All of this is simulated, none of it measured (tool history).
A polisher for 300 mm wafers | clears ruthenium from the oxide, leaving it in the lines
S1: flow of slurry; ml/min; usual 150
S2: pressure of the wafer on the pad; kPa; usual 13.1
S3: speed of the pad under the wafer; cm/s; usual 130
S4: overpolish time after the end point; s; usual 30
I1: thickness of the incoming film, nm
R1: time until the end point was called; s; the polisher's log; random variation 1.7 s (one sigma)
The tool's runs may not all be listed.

run 1 hour=0.0 | S1=150 S2=13.1 S3=130 S4=30 | I1=140.5 | R1=93.9
run 2 hour=46.2 | S1=150 S2=13.1 S3=130 S4=30 | I1=139.3 | R1=92.4
run 3 hour=77.6 | S1=150 S2=13.1 S3=130 S4=30 | I1=139.9 | R1=95.4
run 4 hour=121.0 | S1=150 S2=13.1 S3=130 S4=30 | I1=141.7 | R1=94.6
run 5 hour=159.6 | S1=150 S2=13.1 S3=130 S4=30 | I1=137.3 | R1=94.3
-- hour=204.7 slurry nozzle cleaned
run 6 hour=229.3 | S1=150 S2=14.5 S3=130 S4=30 | I1=140.4 | R1=83.8
run 7 hour=258.0 | S1=150 S2=14.5 S3=130 S4=30 | I1=138.6 | R1=85.5
run 8 hour=304.7 | S1=150 S2=13.1 S3=130 S4=44 | I1=141.2 | R1=95.7
-- hour=313.9 worn pad replaced by a new one
run 9 hour=364.7 | S1=150 S2=13.1 S3=130 S4=44 | I1=139.6 | R1=101.5
run 10 hour=408.5 | S1=150 S2=15.2 S3=130 S4=30 | I1=140.7 | R1=92.2
run 11 hour=465.4 | S1=165 S2=13.1 S3=162 S4=30 | I1=139.9 | R1=82.0
run 12 hour=502.9 | S1=125 S2=13.1 S3=130 S4=30 | I1=139.9 | R1=109.9
-- hour=523.9 head pressure recalibrated
-- hour=542.8 worn pad replaced by a new one, repeated, since the last time left the tool worse
run 13 hour=546.8 | S1=125 S2=13.1 S3=130 S4=30 | I1=140.2 | R1=96.6
-- hour=552.0 slurry nozzle cleaned
run 14 hour=607.0 | S1=125 S2=13.1 S3=130 S4=30 | I1=141.0 | R1=94.9
run 15 hour=672.5 | S1=150 S2=13.1 S3=130 S4=30 | I1=142.4 | R1=95.7
run 16 hour=739.1 | S1=150 S2=13.1 S3=130 S4=30 | I1=140.7 | R1=93.4
run 17 hour=770.9 | S1=150 S2=13.1 S3=130 S4=30 | I1=141.6 | R1=95.3
run 18 hour=823.6 | S1=150 S2=13.1 S3=130 S4=41 | I1=141.2 | R1=98.6
-- hour=887.8 slurry nozzle cleaned
run 19 hour=891.9 | S1=190 S2=10.3 S3=170 S4=18 | I1=142.2 | R1=93.1
-- hour=931.0 worn pad replaced by a new one
run 20 hour=976.7 | S1=195 S2=11.0 S3=158 S4=36 | I1=140.9 | R1=91.5
run 21 hour=1012.9 | S1=150 S2=13.1 S3=176 S4=30 | I1=140.0 | R1=67.3
run 22 hour=1082.0 | S1=150 S2=13.1 S3=98 S4=30 | I1=139.2 | R1=125.9
-- hour=1117.2 head pressure recalibrated
run 23 hour=1124.4 | S1=150 S2=15.9 S3=130 S4=23 | I1=140.0 | R1=80.3
run 24 hour=1181.9 | S1=150 S2=13.1 S3=130 S4=44 | I1=142.3 | R1=100.4
run 25 hour=1237.1 | S1=150 S2=10.3 S3=130 S4=22 | I1=141.0 | R1=121.8
-- hour=1274.7 worn pad replaced by a new one
-- hour=1275.5 slurry nozzle cleaned
run 26 hour=1278.4 | S1=150 S2=13.1 S3=130 S4=21 | I1=142.2 | R1=87.9
run 27 hour=1348.8 | S1=200 S2=8.3 S3=130 S4=30 | I1=141.1 | R1=146.5
run 28 hour=1406.5 | S1=150 S2=13.1 S3=130 S4=30 | I1=137.4 | R1=92.0
run 29 hour=1440.2 | S1=165 S2=13.1 S3=112 S4=30 | I1=138.5 | R1=107.3
run 30 hour=1467.4 | S1=150 S2=13.1 S3=130 S4=30 | I1=137.9 | R1=95.6
run 31 hour=1538.8 | S1=110 S2=17.2 S3=130 S4=30 | I1=138.5 | R1=73.8
run 32 hour=1598.4 | S1=150 S2=14.5 S3=166 S4=18 | I1=139.6 | R1=67.7
-- hour=1639.4 slurry nozzle cleaned
-- hour=1652.7 worn pad replaced by a new one
-- hour=1666.1 head pressure recalibrated
run 33 hour=1666.6 | S1=150 S2=13.1 S3=130 S4=30 | I1=139.0 | R1=91.7
run 34 hour=1732.0 | S1=150 S2=13.1 S3=130 S4=30 | I1=139.8 | R1=94.8
run 35 hour=1758.5 | S1=130 S2=15.9 S3=150 S4=46 | I1=139.7 | R1=66.7

Forecast each of these 5 alternatives for the next run:
run A hour=1759.0 | S1=150 S2=13.1 S3=130 S4=30 | I1=141.4 | R1=?
run B hour=1759.0 | S1=150 S2=17.2 S3=100 S4=39 | I1=141.4 | R1=?
run C hour=1759.0 | S1=150 S2=10.3 S3=130 S4=30 | I1=141.4 | R1=?
run D hour=1759.0 | S1=150 S2=13.1 S3=114 S4=30 | I1=141.4 | R1=?
run E hour=1759.0 | S1=175 S2=10.3 S3=130 S4=39 | I1=141.4 | R1=?

run=A R1=96.2
run=B R1=95.0
run=C R1=121.8
run=D R1=109.7
run=E R1=119.9
Without the tool's hidden state the same runs would have given:
run=A R1=92.1
run=B R1=91.0
run=C R1=116.7
run=D R1=105.0
run=E R1=114.8

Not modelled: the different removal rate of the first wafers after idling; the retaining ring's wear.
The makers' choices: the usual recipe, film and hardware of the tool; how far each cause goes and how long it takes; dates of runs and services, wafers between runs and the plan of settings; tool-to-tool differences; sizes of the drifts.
